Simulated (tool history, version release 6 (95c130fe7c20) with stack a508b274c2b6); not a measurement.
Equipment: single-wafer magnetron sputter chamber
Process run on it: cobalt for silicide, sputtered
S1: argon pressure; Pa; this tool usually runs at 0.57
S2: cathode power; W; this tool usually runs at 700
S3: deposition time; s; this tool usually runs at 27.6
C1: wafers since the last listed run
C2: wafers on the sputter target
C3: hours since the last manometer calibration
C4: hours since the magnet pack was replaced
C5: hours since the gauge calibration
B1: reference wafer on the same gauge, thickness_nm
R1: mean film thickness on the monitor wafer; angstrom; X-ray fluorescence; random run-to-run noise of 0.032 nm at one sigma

run   hour     S1   S2    S3   C1    C2      C3      C4     C5      B1      R1
  1      0   0.57  700  31.9    0  5719  1811.9  6720.8    3.9  11.741  113.02
  2     10   0.57  700  27.6  170  5890  1821.9  6730.8   13.9  11.752   97.32
  3   22.2   0.57  700  27.6  207  6097  1834.1    6743   26.1  11.747   97.31
  4   34.2   0.57  700  27.6  204  6301  1846.1    6755   38.1  11.752   97.12
  5   70.8  0.743  700  24.7  622  6924  1882.7  6791.6   74.7  11.752   82.87
  6   80.6  0.743  700  24.7  166  7091  1892.5  6801.4   84.5  11.741   82.85
  7   97.4  0.665  700  30.3  285  7377  1909.3  6818.2  101.3  11.745  102.88
  8  114.5  0.665  700  30.3  291  7668  1926.4  6835.3  118.4  11.765  103.03
     125.2  -- magnet pack replaced
  9  130.8   0.57  700  27.6  141  7809  1942.7     5.6  134.7  11.755   95.62
 10  146.5  0.617  700  27.6  267  8077  1958.4    21.3  150.4  11.757   94.66
 11  154.4  0.617  700  27.6  134  8211  1966.3    29.2  158.3  11.748   94.51
 12  160.9   0.57  700  27.6  110  8322  1972.8    35.7  164.8   11.75   95.64
 13  176.5   0.57  700  27.6  265  8587  1988.4    51.3  180.4  11.745    95.1
     197.8  -- sputter target and shields replaced
 14  198.3   0.57  700  27.6  234     8  2010.2    73.1  202.2  11.756    98.9
 15  200.7   0.57  700  27.6   40    48  2012.6    75.5  204.6  11.753   98.87
 16  240.2  0.743  700  24.7  672   721  2052.1     115  244.1  11.763      84
 17  255.2   0.57  700  26.1  255   976  2067.1     130  259.1  11.756   93.75
 18  271.4   0.57  700  25.1  275  1252  2083.3   146.2  275.3   11.75   89.57
 19  280.8   0.57  800  31.8  159  1412  2092.7   155.6  284.7   11.75  127.29
     281.8  -- gauge calibrated
 20  294.8   0.57  700  22.9  238  1650  2106.7   169.6     13  11.755   81.94
 21  308.6   0.57  700    26  234  1885  2120.5   183.4   26.8  11.751   93.13
 22  322.4  0.751  550  27.6  234  2120  2134.3   197.2   40.6  11.756   76.42

Expected results for the next run?
 23  331.2  0.351  900  29.8  149  2269  2143.1  206  49.4   ?   ?

Run 23 measured B1 11.753, R1 141.39 angstrom.
With no hidden state in the tool, this same run would have given R1 143.05 angstrom.
